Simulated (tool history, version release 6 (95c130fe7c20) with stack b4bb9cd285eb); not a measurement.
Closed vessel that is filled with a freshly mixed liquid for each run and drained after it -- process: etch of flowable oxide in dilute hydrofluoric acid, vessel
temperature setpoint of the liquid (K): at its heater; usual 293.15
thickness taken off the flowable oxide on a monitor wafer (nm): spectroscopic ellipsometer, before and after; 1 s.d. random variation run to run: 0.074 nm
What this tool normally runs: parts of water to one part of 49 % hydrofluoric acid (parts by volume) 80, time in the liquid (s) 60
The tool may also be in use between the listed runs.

| run | day | temperature setpoint of the liquid (K) | parts of water to one part of 49 % hydrofluoric acid (parts by volume) | time in the liquid (s) | read-back film thickness of the flowable oxide reference wafer, read on the same gauge (nm) | thickness taken off the flowable oxide on a monitor wafer (nm) |
|---|---|---|---|---|---|---|
| 1 | 0.000 | 293.15 | 80 | 80 | 49.98 | 24.66 |
| 2 | 2.954 | 293.15 | 80 | 85 | 50.02 | 26.17 |
| 3 | 12.388 | 293.15 | 80 | 85 | 50.04 | 26.18 |
| 4 | 15.996 | 290.15 | 80 | 60 | 49.94 | 16.15 |
|  | 17.867 | thermometer replaced |
| 5 | 18.688 | 290.15 | 80 | 60 | 50.00 | 16.16 |
| 6 | 21.138 | 293.15 | 80 | 50 | 50.00 | 15.20 |
| 7 | 23.854 | 293.15 | 80 | 60 | 49.99 | 18.24 |
| 8 | 26.025 | 293.15 | 80 | 60 | 49.98 | 18.13 |
| 9 | 28.529 | 290.65 | 105 | 60 | 50.03 | 12.11 |
| 10 | 39.467 | 293.15 | 80 | 60 | 49.98 | 18.04 |
| 11 | 43.642 | 293.15 | 80 | 60 | 49.99 | 17.89 |
|  | 46.471 | gauge calibrated |
| 12 | 47.338 | 293.15 | 80 | 60 | 49.99 | 17.90 |
|  | 49.333 | hydrofluoric acid flow meter replaced |
| 13 | 50.700 | 293.15 | 120 | 60 | 49.99 | 11.95 |
| 14 | 54.450 | 297.65 | 80 | 30 | 50.02 | 11.17 |
| 15 | 57.671 | 293.15 | 95 | 60 | 49.95 | 15.49 |
| 16 | 60.833 | 297.65 | 70 | 75 | 50.00 | 32.25 |
| 17 | 63.717 | 293.15 | 110 | 60 | 50.01 | 13.05 |
| 18 | 65.271 | 296.65 | 80 | 50 | 50.04 | 17.81 |
| 19 | 72.496 | 295.15 | 80 | 60 | 49.97 | 20.17 |
| 20 | 74.267 | 290.15 | 45 | 80 | 50.03 | 39.84 |
| 21 | 77.317 | 293.15 | 80 | 60 | 50.05 | 18.22 |
| 22 | 80.804 | 293.15 | 45 | 30 | 50.05 | 17.04 |
| 23 | 83.767 | 293.15 | 55 | 60 | 50.04 | 27.33 |
| 24 | 86.879 | 293.15 | 110 | 60 | 50.03 | 12.85 |
|  | 87.192 | thermometer replaced |
| 25 | 89.996 | 293.15 | 80 | 60 | 49.96 | 18.29 |
| 26 | 94.404 | 291.15 | 45 | 90 | 50.00 | 46.36 |
| 27 | 98.762 | 297.65 | 70 | 75 | 50.00 | 31.61 |
| 28 | 100.438 | 297.15 | 50 | 60 | 50.02 | 35.57 |
| 29 | 104.088 | 293.15 | 105 | 60 | 49.98 | 13.29 |
| 30 | 107.596 | 293.15 | 80 | 60 | 50.04 | 17.96 |
| 31 | 110.279 | 293.15 | 80 | 60 | 50.02 | 18.10 |
| 32 | 113.746 | 293.15 | 65 | 60 | 50.00 | 22.44 |
| 33 | 117.012 | 293.15 | 80 | 60 | 50.03 | 17.82 |

Below, each run's measurement less what the same run would have read without the hidden state. Both values contain the same run-to-run variation, but the gauge's scatter may not be the same in both:
What the log doesn't record here: liquid hotter than its thermometer reads (K); hydrofluoric acid flow below the setpoint (%); gauge reads high (%).
| run | thickness taken off the flowable oxide on a monitor wafer (nm) |
|---|---|
| 1 | -0.50 |
| 2 | -0.58 |
| 3 | -0.77 |
| 4 | -0.52 |
| 5 | -0.55 |
| 6 | -0.54 |
| 7 | -0.69 |
| 8 | -0.72 |
| 9 | -0.51 |
| 10 | -0.90 |
| 11 | -0.95 |
| 12 | -1.00 |
| 13 | -0.12 |
| 14 | -0.14 |
| 15 | -0.23 |
| 16 | -0.54 |
| 17 | -0.25 |
| 18 | -0.36 |
| 19 | -0.51 |
| 20 | -1.01 |
| 21 | -0.53 |
| 22 | -0.51 |
| 23 | -0.90 |
| 24 | -0.47 |
| 25 | -0.70 |
| 26 | -1.86 |
| 27 | -1.42 |
| 28 | -1.61 |
| 29 | -0.66 |
| 30 | -0.93 |
| 31 | -0.98 |
| 32 | -1.25 |
| 33 | -1.05 |
